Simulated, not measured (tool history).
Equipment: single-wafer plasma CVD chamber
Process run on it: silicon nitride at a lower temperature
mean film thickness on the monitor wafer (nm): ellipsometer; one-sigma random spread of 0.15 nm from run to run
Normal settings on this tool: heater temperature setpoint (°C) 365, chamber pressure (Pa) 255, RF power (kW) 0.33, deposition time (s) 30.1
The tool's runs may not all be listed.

run,hour,heater temperature setpoint (°C),chamber pressure (Pa),RF power (kW),deposition time (s),wafers since the last listed run,hours since the last thermocouple change,hours since the last RF generator calibration,hours since the last manometer calibration,hours since the showerhead was replaced,hours since the gauge calibration,"read-back reference wafer on the same gauge, thickness_nm",mean film thickness on the monitor wafer (nm)
1,0,365,255,0.33,30.1,0,0.5,1042.7,2569.3,4896.9,396.5,35.014,38.836
2,11.7,365,255,0.33,30.1,227,12.2,1054.4,2581,4908.6,408.2,35,38.739
3,27.1,359,255,0.33,30.1,298,27.6,1069.8,2596.4,4924,423.6,34.979,38.617
# hour 41.9: capacitance manometer re-zeroed and calibrated
4,42.4,359,255,0.33,30.1,141,42.9,1085.1,0.5,4939.3,438.9,34.974,38.731
5,47.1,365,255,0.37,33.9,91,47.6,1089.8,5.2,4944,443.6,35.002,46.499
# hour 60.6: showerhead replaced
6,61.1,365,255,0.37,33.9,116,61.6,1103.8,19.2,0.5,457.6,34.981,46.471
7,65.7,378,228,0.275,30.1,89,66.2,1108.4,23.8,5.1,462.2,34.971,33.597
8,79.8,365,255,0.33,30.1,273,80.3,1122.5,37.9,19.2,476.3,34.993,38.966
9,92.5,359,255,0.33,30.1,246,93,1135.2,50.6,31.9,489,35.001,38.735
10,100.2,359,207,0.33,35.5,149,100.7,1142.9,58.3,39.6,496.7,35.021,43.675
11,108.8,375,284,0.33,30.1,166,109.3,1151.5,66.9,48.2,505.3,34.97,39.29
12,125.6,365,255,0.33,30.1,325,126.1,1168.3,83.7,65,522.1,34.989,38.314
13,137.6,365,255,0.33,30.1,232,138.1,1180.3,95.7,77,534.1,34.979,38.543
14,150.4,357,255,0.33,33.9,248,150.9,1193.1,108.5,89.8,546.9,35.028,43.939
# hour 154.3: gauge calibrated
15,162.8,376,211,0.36,30.1,240,163.3,1205.5,120.9,102.2,8.5,34.982,39.094
16,178.3,365,255,0.33,30.1,300,178.8,1221,136.4,117.7,24,34.996,38.577
17,193.7,365,255,0.355,34,298,194.2,1236.4,151.8,133.1,39.4,34.986,45.545
# hour 206.7: RF generator calibrated
18,207.2,365,255,0.33,30.1,106,207.7,0.5,165.3,146.6,52.9,35.009,38.601
19,218.2,379,208,0.33,33.5,213,218.7,11.5,176.3,157.6,63.9,34.99,40.924
20,230.7,365,311,0.27,26,242,231.2,24,188.8,170.1,76.4,35.023,30.631
21,243.6,354,281,0.33,30.1,250,244.1,36.9,201.7,183,89.3,35.004,39.438
22,260.1,371,255,0.33,33.7,320,260.6,53.4,218.2,199.5,105.8,35.005,43.075
23,268.4,365,255,0.33,30.1,161,268.9,61.7,226.5,207.8,114.1,34.996,38.572
24,299.7,365,255,0.33,30.1,607,300.2,93,257.8,239.1,145.4,35.033,38.639
25,307.1,365,197,0.385,30.1,143,307.6,100.4,265.2,246.5,152.8,35.004,40.063
26,317.5,354,199,0.33,33.1,201,318,110.8,275.6,256.9,163.2,34.983,40.21
27,323.8,365,292,0.375,30.1,122,324.3,117.1,281.9,263.2,169.5,35.009,42.801
28,329.9,365,255,0.33,30.1,118,330.4,123.2,288,269.3,175.6,34.975,38.878
29,336.6,376,211,0.36,30.1,130,337.1,129.9,294.7,276,182.3,34.985,39.111

State the hidden condition of the tool at each of the runs:
wafer temperature above the value expected at the setpoint (K): 0 in every run
delivered RF power above the setpoint (%): 0 in every run
true pressure above the setpoint (%): 0 in every run
gauge reads high (%): 0 in every run
